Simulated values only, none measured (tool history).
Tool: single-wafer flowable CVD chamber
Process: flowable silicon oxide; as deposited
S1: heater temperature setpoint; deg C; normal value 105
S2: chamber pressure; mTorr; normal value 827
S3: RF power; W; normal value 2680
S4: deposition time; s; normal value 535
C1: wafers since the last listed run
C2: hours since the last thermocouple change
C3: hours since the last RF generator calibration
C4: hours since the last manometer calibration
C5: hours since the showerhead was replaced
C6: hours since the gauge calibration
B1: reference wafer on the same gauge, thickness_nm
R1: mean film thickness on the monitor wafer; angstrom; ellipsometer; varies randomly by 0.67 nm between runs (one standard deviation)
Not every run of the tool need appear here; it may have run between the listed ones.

Run 1, hour 0: usual settings but S1 110 deg C, S2 917 mTorr; C1 0; C2 888.3; C3 878.2; C4 782.7; C5 4023.7; C6 902.6; B1 313.503. Result: R1 2919.46 angstrom.
Run 2, hour 16.9: usual settings but S1 93 deg C, S4 571 s; C1 64; C2 905.2; C3 895.1; C4 799.6; C5 4040.6; C6 919.5; B1 313.341. Result: R1 5449.06 angstrom.
Run 3, hour 39: usual settings but S1 93 deg C, S4 571 s; C1 84; C2 927.3; C3 917.2; C4 821.7; C5 4062.7; C6 941.6; B1 313.281. Result: R1 5464.35 angstrom.
Run 4, hour 59.2: usual settings but S1 93 deg C, S4 571 s; C1 77; C2 947.5; C3 937.4; C4 841.9; C5 4082.9; C6 961.8; B1 313.654. Result: R1 5470.06 angstrom.
Run 5, hour 85.3: usual settings but S1 113 deg C, S3 2420 W; C1 99; C2 973.6; C3 963.5; C4 868; C5 4109; C6 987.9; B1 313.782. Result: R1 2386.34 angstrom.
At hour 120: showerhead replaced.
Run 6, hour 120.5: usual settings but S1 113 deg C, S3 2420 W; C1 103; C2 1008.8; C3 998.7; C4 903.2; C5 0.5; C6 1023.1; B1 313.76. Result: R1 2387.56 angstrom.
Run 7, hour 130.7: usual settings but S2 757 mTorr; C1 38; C2 1019; C3 1008.9; C4 913.4; C5 10.7; C6 1033.3; B1 313.84. Result: R1 3046.3 angstrom.
Run 8, hour 161: usual settings; C1 115; C2 1049.3; C3 1039.2; C4 943.7; C5 41; C6 1063.6; B1 314.18. Result: R1 3245.53 angstrom.
Run 9, hour 192.7: usual settings but S1 96 deg C, S2 984 mTorr, S3 2360 W, S4 616 s; C1 121; C2 1081; C3 1070.9; C4 975.4; C5 72.7; C6 1095.3; B1 313.954. Result: R1 5922.33 angstrom.
Run 10, hour 224.3: usual settings but S2 681 mTorr, S4 475 s; C1 120; C2 1112.6; C3 1102.5; C4 1007; C5 104.3; C6 1126.9; B1 314.093. Result: R1 2481.99 angstrom.
Run 11, hour 236.5: usual settings but S4 501 s; C1 46; C2 1124.8; C3 1114.7; C4 1019.2; C5 116.5; C6 1139.1; B1 314.147. Result: R1 3041.37 angstrom.
Run 12, hour 271.7: usual settings but S1 112 deg C; C1 134; C2 1160; C3 1149.9; C4 1054.4; C5 151.7; C6 1174.3; B1 314.32. Result: R1 2518.35 angstrom.
Run 13, hour 302.7: usual settings but S2 910 mTorr; C1 118; C2 1191; C3 1180.9; C4 1085.4; C5 182.7; C6 1205.3; B1 314.565. Result: R1 3517.3 angstrom.
At hour 310.4: gauge calibrated.
Run 14, hour 334.2: usual settings but S4 501 s; C1 120; C2 1222.5; C3 1212.4; C4 1116.9; C5 214.2; C6 23.8; B1 311.303. Result: R1 3021.8 angstrom.
Run 15, hour 358.8: usual settings; C1 93; C2 1247.1; C3 1237; C4 1141.5; C5 238.8; C6 48.4; B1 311.175. Result: R1 3221.54 angstrom.
At hour 393.4: thermocouple changed; heater temperature recalibrated.
Run 16, hour 393.9: usual settings; C1 103; C2 0.5; C3 1272.1; C4 1176.6; C5 273.9; C6 83.5; B1 311.585. Result: R1 3218.68 angstrom.
Run 17, hour 414.1: usual settings; C1 77; C2 20.7; C3 1292.3; C4 1196.8; C5 294.1; C6 103.7; B1 311.411. Result: R1 3231.95 angstrom.
Run 18, hour 441.7: usual settings but S2 1032 mTorr, S3 3005 W, S4 475 s; C1 105; C2 48.3; C3 1319.9; C4 1224.4; C5 321.7; C6 131.3; B1 311.586. Result: R1 3463.14 angstrom.
At hour 544.8: capacitance manometer re-zeroed and calibrated.
Run 19, hour 545.3: usual settings but S1 113 deg C; C1 365; C2 151.9; C3 1423.5; C4 0.5; C5 425.3; C6 234.9; B1 311.678. Result: R1 2398.72 angstrom.
At hour 562.4: RF generator calibrated.
Run 20, hour 562.9: usual settings but S2 1014 mTorr, S3 2240 W; C1 36; C2 169.5; C3 0.5; C4 18.1; C5 442.9; C6 252.5; B1 311.465. Result: R1 3658.67 angstrom.
Run 21, hour 581: usual settings but S2 936 mTorr; C1 69; C2 187.6; C3 18.6; C4 36.2; C5 461; C6 270.6; B1 311.625. Result: R1 3562.26 angstrom.
Run 22, hour 602.1: usual settings but S4 439 s; C1 80; C2 208.7; C3 39.7; C4 57.3; C5 482.1; C6 291.7; B1 312.061. Result: R1 2634.72 angstrom.
Run 23, hour 626.4: usual settings but S1 114 deg C, S2 962 mTorr, S3 2450 W, S4 630 s; C1 92; C2 233; C3 64; C4 81.6; C5 506.4; C6 316; B1 311.54. Result: R1 3044.24 angstrom.
Run 24, hour 644.9: usual settings but S3 2860 W, S4 489 s; C1 70; C2 251.5; C3 82.5; C4 100.1; C5 524.9; C6 334.5; B1 311.773. Result: R1 2971.33 angstrom.
Run 25, hour 712: usual settings; C1 256; C2 318.6; C3 149.6; C4 167.2; C5 592; C6 401.6; B1 311.844. Result: R1 3229.28 angstrom.
Run 26, hour 746: usual settings but S1 109 deg C, S3 2180 W, S4 470 s; C1 129; C2 352.6; C3 183.6; C4 201.2; C5 626; C6 435.6; B1 311.765. Result: R1 2353.23 angstrom.
Run 27, hour 788.3: usual settings; C1 161; C2 394.9; C3 225.9; C4 243.5; C5 668.3; C6 477.9; B1 311.781. Result: R1 3230.84 angstrom.
Run 28, hour 817.2: usual settings but S1 95 deg C, S3 3040 W; C1 110; C2 423.8; C3 254.8; C4 272.4; C5 697.2; C6 506.8; B1 311.953. Result: R1 4773.56 angstrom.

Predict each of these 4 candidate next runs independently; none follows another, all start after run 28:
Run A, hour 817.7: usual settings; C1 1; C2 424.3; C3 255.3; C4 272.9; C5 697.7; C6 507.3; B1 ?. Result: R1 ?.
Run B, hour 817.7: usual settings but S4 628 s; C1 1; C2 424.3; C3 255.3; C4 272.9; C5 697.7; C6 507.3; B1 ?. Result: R1 ?.
Run C, hour 817.7: usual settings but S4 464 s; C1 1; C2 424.3; C3 255.3; C4 272.9; C5 697.7; C6 507.3; B1 ?. Result: R1 ?.
Run D, hour 817.7: usual settings but S2 1004 mTorr, S3 2875 W, S4 582 s; C1 1; C2 424.3; C3 255.3; C4 272.9; C5 697.7; C6 507.3; B1 ?. Result: R1 ?.

run       B1       R1
  A  311.761  3225.55
  B  311.761  3786.25
  C  311.761  2797.48
  D  311.761  4123.28
With no hidden state in the tool, these same runs would have given:
run       R1
  A  3226.33
  B  3787.17
  C  2798.16
  D  4124.28
